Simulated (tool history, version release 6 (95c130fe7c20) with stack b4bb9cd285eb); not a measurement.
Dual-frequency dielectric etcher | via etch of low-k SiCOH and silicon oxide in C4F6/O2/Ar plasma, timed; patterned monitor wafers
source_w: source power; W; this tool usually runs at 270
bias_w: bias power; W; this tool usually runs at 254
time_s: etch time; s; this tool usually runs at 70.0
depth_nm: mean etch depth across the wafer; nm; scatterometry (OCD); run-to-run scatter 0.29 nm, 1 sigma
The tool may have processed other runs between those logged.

run	hour	source_w	bias_w	time_s	wafers since the last listed run	hours since the last wet clean	hours since the last source power generator calibration	hours since the last bias power generator calibration	hours since the last upper electrode change	hours since the gauge calibration	read-back reference wafer on the same gauge, depth_nm	depth_nm
1	0.0	290	254	70.0	0	438.6	4129.8	2268.4	3005.8	220.0	203.0	192.2
2	26.2	270	215	70.0	360	464.8	4156.0	2294.6	3032.0	246.2	202.9	180.7
3	47.2	270	215	70.0	288	485.8	4177.0	2315.6	3053.0	267.2	203.1	180.3
4	70.8	270	215	70.0	324	509.4	4200.6	2339.2	3076.6	290.8	202.9	180.2
5	85.2	270	254	70.0	197	523.8	4215.0	2353.6	3091.0	305.2	203.0	188.1
6	99.3	270	254	70.0	193	537.9	4229.1	2367.7	3105.1	319.3	203.1	188.4
# hour 104.4: bias power generator calibrated
7	132.9	270	254	70.0	406	571.5	4262.7	28.5	3138.7	352.9	203.0	191.6
# hour 184.8: wet clean of the chamber
# hour 191.0: gauge calibrated
# hour 192.4: upper electrode replaced
8	192.9	270	254	70.0	389	8.1	4322.7	88.5	0.5	1.9	203.0	192.6
9	193.3	270	254	70.0	5	8.5	4323.1	88.9	0.9	2.3	203.0	192.5
10	195.3	270	254	70.0	27	10.5	4325.1	90.9	2.9	4.3	202.9	193.2
# hour 207.6: source power generator calibrated
11	223.7	270	254	70.0	335	38.9	16.1	119.3	31.3	32.7	203.0	192.8
12	242.4	270	254	70.0	257	57.6	34.8	138.0	50.0	51.4	203.0	192.7
13	265.4	240	254	83.5	316	80.6	57.8	161.0	73.0	74.4	203.1	223.1
14	288.1	290	308	79.0	312	103.3	80.5	183.7	95.7	97.1	203.0	233.5
15	301.4	250	254	70.0	182	116.6	93.8	197.0	109.0	110.4	203.1	188.6
16	328.4	270	254	70.0	371	143.6	120.8	224.0	136.0	137.4	203.0	191.7
17	352.0	270	308	87.5	324	167.2	144.4	247.6	159.6	161.0	202.9	253.8
18	375.8	270	254	70.0	327	191.0	168.2	271.4	183.4	184.8	203.0	191.4
19	395.2	270	210	82.5	266	210.4	187.6	290.8	202.8	204.2	202.9	214.9
20	417.3	340	254	81.0	303	232.5	209.7	312.9	224.9	226.3	203.1	235.5
21	442.1	250	254	85.0	340	257.3	234.5	337.7	249.7	251.1	203.0	227.7
22	462.3	270	283	58.0	277	277.5	254.7	357.9	269.9	271.3	202.9	163.6
23	485.9	270	254	70.0	324	301.1	278.3	381.5	293.5	294.9	203.1	191.5
24	506.3	200	230	62.0	280	321.5	298.7	401.9	313.9	315.3	203.0	153.9
25	534.3	240	223	58.5	384	349.5	326.7	429.9	341.9	343.3	203.0	150.0
26	558.1	330	231	75.5	327	373.3	350.5	453.7	365.7	367.1	203.0	211.7
27	577.0	250	295	70.0	259	392.2	369.4	472.6	384.6	386.0	203.0	195.3
28	600.3	270	254	70.0	320	415.5	392.7	495.9	407.9	409.3	203.1	191.7
# hour 607.2: gauge calibrated
29	624.6	330	213	82.5	334	439.8	417.0	520.2	432.2	17.4	203.0	227.0

5 options for the next run, each taken on its own from the tool as it stands now. Forecast them:
A	625.0	270	254	70.0	5	440.2	417.4	520.6	432.6	17.8	?	?
B	625.0	310	219	86.5	5	440.2	417.4	520.6	432.6	17.8	?	?
C	625.0	270	301	81.0	5	440.2	417.4	520.6	432.6	17.8	?	?
D	625.0	310	318	70.0	5	440.2	417.4	520.6	432.6	17.8	?	?
E	625.0	240	291	89.5	5	440.2	417.4	520.6	432.6	17.8	?	?

run	read-back reference wafer on the same gauge, depth_nm	depth_nm
A	202.9	191.4
B	202.9	235.6
C	202.9	232.5
D	202.9	211.5
E	202.9	247.1
The same runs, with their run-to-run variation unchanged, on a tool lacking any hidden condition would have given:
run	depth_nm
A	193.0
B	237.5
C	234.4
D	213.3
E	249.2
